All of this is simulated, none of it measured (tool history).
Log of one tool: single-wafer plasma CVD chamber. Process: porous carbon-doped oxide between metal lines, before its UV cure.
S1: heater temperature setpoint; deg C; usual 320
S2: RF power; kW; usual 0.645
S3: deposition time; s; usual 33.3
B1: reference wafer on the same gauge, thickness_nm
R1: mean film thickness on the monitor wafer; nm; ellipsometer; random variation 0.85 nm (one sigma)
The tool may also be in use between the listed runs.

{"run": 1, "hour": 0.0, "S1": 320, "S2": 0.645, "S3": 33.3, "B1": 182.776, "R1": 200.893}
{"run": 2, "hour": 34.0, "S1": 320, "S2": 0.645, "S3": 33.3, "B1": 183.459, "R1": 201.231}
{"run": 3, "hour": 67.1, "S1": 320, "S2": 0.645, "S3": 33.3, "B1": 183.079, "R1": 200.375}
{"run": 4, "hour": 86.9, "S1": 320, "S2": 0.645, "S3": 33.3, "B1": 182.732, "R1": 201.954}
{"run": 5, "hour": 113.8, "S1": 320, "S2": 0.645, "S3": 30.8, "B1": 183.177, "R1": 185.647}
{"run": 6, "hour": 138.3, "S1": 320, "S2": 0.645, "S3": 30.8, "B1": 183.345, "R1": 186.48}
{"run": 7, "hour": 151.8, "S1": 326, "S2": 0.645, "S3": 33.3, "B1": 183.226, "R1": 197.744}
{"run": 8, "hour": 185.5, "S1": 326, "S2": 0.645, "S3": 33.3, "B1": 183.008, "R1": 195.14}
{"run": 9, "hour": 289.8, "S1": 320, "S2": 0.645, "S3": 33.3, "B1": 182.871, "R1": 202.385}
{"hour": 300.7, "done": "RF generator calibrated"}
{"run": 10, "hour": 305.2, "S1": 320, "S2": 0.645, "S3": 33.3, "B1": 183.236, "R1": 206.981}
{"run": 11, "hour": 318.1, "S1": 320, "S2": 0.645, "S3": 33.3, "B1": 183.157, "R1": 207.364}
{"hour": 340.7, "done": "thermocouple changed; heater temperature recalibrated"}
{"run": 12, "hour": 341.2, "S1": 320, "S2": 0.645, "S3": 30.8, "B1": 182.97, "R1": 186.225}
{"run": 13, "hour": 358.7, "S1": 320, "S2": 0.645, "S3": 33.3, "B1": 183.077, "R1": 199.56}
{"run": 14, "hour": 376.3, "S1": 334, "S2": 0.645, "S3": 29.5, "B1": 182.859, "R1": 167.816}
{"run": 15, "hour": 411.3, "S1": 320, "S2": 0.645, "S3": 33.3, "B1": 182.916, "R1": 200.49}
{"hour": 419.7, "done": "gauge calibrated"}
{"run": 16, "hour": 431.5, "S1": 327, "S2": 0.645, "S3": 33.3, "B1": 183.224, "R1": 193.674}
{"run": 17, "hour": 484.6, "S1": 310, "S2": 0.695, "S3": 36.7, "B1": 182.805, "R1": 237.099}
{"run": 18, "hour": 519.7, "S1": 329, "S2": 0.645, "S3": 29.3, "B1": 182.949, "R1": 169.653}
{"run": 19, "hour": 542.5, "S1": 320, "S2": 0.695, "S3": 33.3, "B1": 183.239, "R1": 206.415}
{"run": 20, "hour": 559.9, "S1": 320, "S2": 0.645, "S3": 33.3, "B1": 183.281, "R1": 200.066}
{"run": 21, "hour": 593.3, "S1": 320, "S2": 0.645, "S3": 33.3, "B1": 182.803, "R1": 200.312}
{"hour": 620.8, "done": "showerhead replaced"}
{"run": 22, "hour": 622.7, "S1": 320, "S2": 0.645, "S3": 37.4, "B1": 183.035, "R1": 224.205}
{"run": 23, "hour": 656.3, "S1": 333, "S2": 0.645, "S3": 33.3, "B1": 182.7, "R1": 188.352}
{"run": 24, "hour": 675.9, "S1": 320, "S2": 0.645, "S3": 33.3, "B1": 183.079, "R1": 199.22}
{"run": 25, "hour": 703.3, "S1": 320, "S2": 0.645, "S3": 33.3, "B1": 183.395, "R1": 201.159}
{"run": 26, "hour": 733.8, "S1": 320, "S2": 0.645, "S3": 33.3, "B1": 182.916, "R1": 200.555}
{"run": 27, "hour": 756.6, "S1": 320, "S2": 0.75, "S3": 28.7, "B1": 182.84, "R1": 185.149}
{"run": 28, "hour": 785.7, "S1": 314, "S2": 0.525, "S3": 33.3, "B1": 183.16, "R1": 188.345}
{"run": 29, "hour": 808.5, "S1": 320, "S2": 0.53, "S3": 38.1, "B1": 182.807, "R1": 210.741}
{"run": 30, "hour": 838.4, "S1": 305, "S2": 0.645, "S3": 36.4, "B1": 182.916, "R1": 233.314}
{"run": 31, "hour": 850.9, "S1": 333, "S2": 0.725, "S3": 26.7, "B1": 183.145, "R1": 160.909}
{"run": 32, "hour": 874.6, "S1": 320, "S2": 0.645, "S3": 37.4, "B1": 183.246, "R1": 223.193}
{"run": 33, "hour": 897.2, "S1": 311, "S2": 0.645, "S3": 33.3, "B1": 182.853, "R1": 209.094}

5 ways to go on from here, each from the tool as it stands after run 33. What would each give?
{"run": "A", "hour": 897.6, "S1": 320, "S2": 0.545, "S3": 33.3, "B1": "?", "R1": "?"}
{"run": "B", "hour": 897.6, "S1": 330, "S2": 0.545, "S3": 38.1, "B1": "?", "R1": "?"}
{"run": "C", "hour": 897.6, "S1": 315, "S2": 0.645, "S3": 33.3, "B1": "?", "R1": "?"}
{"run": "D", "hour": 897.6, "S1": 332, "S2": 0.735, "S3": 37.8, "B1": "?", "R1": "?"}
{"run": "E", "hour": 897.6, "S1": 312, "S2": 0.68, "S3": 33.3, "B1": "?", "R1": "?"}

run=A B1=183.218 R1=188.070
run=B B1=183.218 R1=205.157
run=C B1=183.218 R1=207.095
run=D B1=183.218 R1=230.478
run=E B1=183.218 R1=215.071
Without the tool's hidden state the same runs would have given:
run=A R1=188.962
run=B R1=206.300
run=C R1=208.029
run=D R1=231.742
run=E R1=215.945
